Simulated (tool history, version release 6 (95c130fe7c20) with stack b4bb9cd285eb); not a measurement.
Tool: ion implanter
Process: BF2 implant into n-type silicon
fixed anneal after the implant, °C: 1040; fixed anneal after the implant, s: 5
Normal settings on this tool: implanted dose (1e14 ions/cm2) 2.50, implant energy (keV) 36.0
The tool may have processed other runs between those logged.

run    hour  implanted dose (1e14 ions/cm2)  implant energy (keV)  read-back reference wafer on the same gauge, sheet resistance  sheet resistance of the implanted and annealed layer (ohm/square)
  1     0.0                            2.50                  36.0                                                         372.47                                                             403.28
  2    54.6                            2.50                  36.0                                                         373.10                                                             402.45
  3   160.0                            2.50                  43.0                                                         372.69                                                             390.81
  4   213.3                            2.50                  36.0                                                         372.90                                                             399.18
      256.8  -- gauge calibrated
  5   284.5                            2.50                  36.0                                                         372.66                                                             399.65
  6   355.4                            2.50                  36.0                                                         372.65                                                             396.02
      370.6  -- extraction supply calibrated
      491.9  -- Faraday cup replaced and dose calibrated
  7   502.9                            2.50                  41.5                                                         373.05                                                             380.88
  8   597.9                            1.82                  45.5                                                         373.10                                                             487.85
      683.3  -- Faraday cup replaced and dose calibrated, repeated, since the last time left the tool worse
  9   684.7                            2.50                  41.5                                                         373.54                                                             400.51
 10   773.7                            2.50                  46.5                                                         372.65                                                             395.81
      829.6  -- gauge calibrated
 11   857.9                            1.89                  31.5                                                         373.38                                                             522.15
 12   917.3                            2.13                  42.5                                                         373.00                                                             455.14
 13  1015.8                            2.13                  42.5                                                         373.12                                                             458.42
 14  1108.7                            2.00                  42.5                                                         372.82                                                             479.68
 15  1150.6                            2.81                  48.5                                                         373.27                                                             356.52

Branching from run 15: 5 alternative next runs. What would each branch give?
  A  1151.0                            2.50                  36.0                                                              ?                                                                  ?
  B  1151.0                            2.89                  27.5                                                              ?                                                                  ?
  C  1151.0                            2.85                  36.0                                                              ?                                                                  ?
  D  1151.0                            3.00                  40.5                                                              ?                                                                  ?
  E  1151.0                            2.98                  44.5                                                              ?                                                                  ?

run  read-back reference wafer on the same gauge, sheet resistance  sheet resistance of the implanted and annealed layer (ohm/square)
  A                                                         372.97                                                             407.63
  B                                                         372.97                                                             371.38
  C                                                         372.97                                                             365.26
  D                                                         372.97                                                             345.21
  E                                                         372.97                                                             343.39
The same runs, with their run-to-run variation unchanged, on a tool lacking any hidden condition would have given:
run  sheet resistance of the implanted and annealed layer (ohm/square)
  A                                                             407.54
  B                                                             371.29
  C                                                             365.18
  D                                                             345.13
  E                                                             343.31
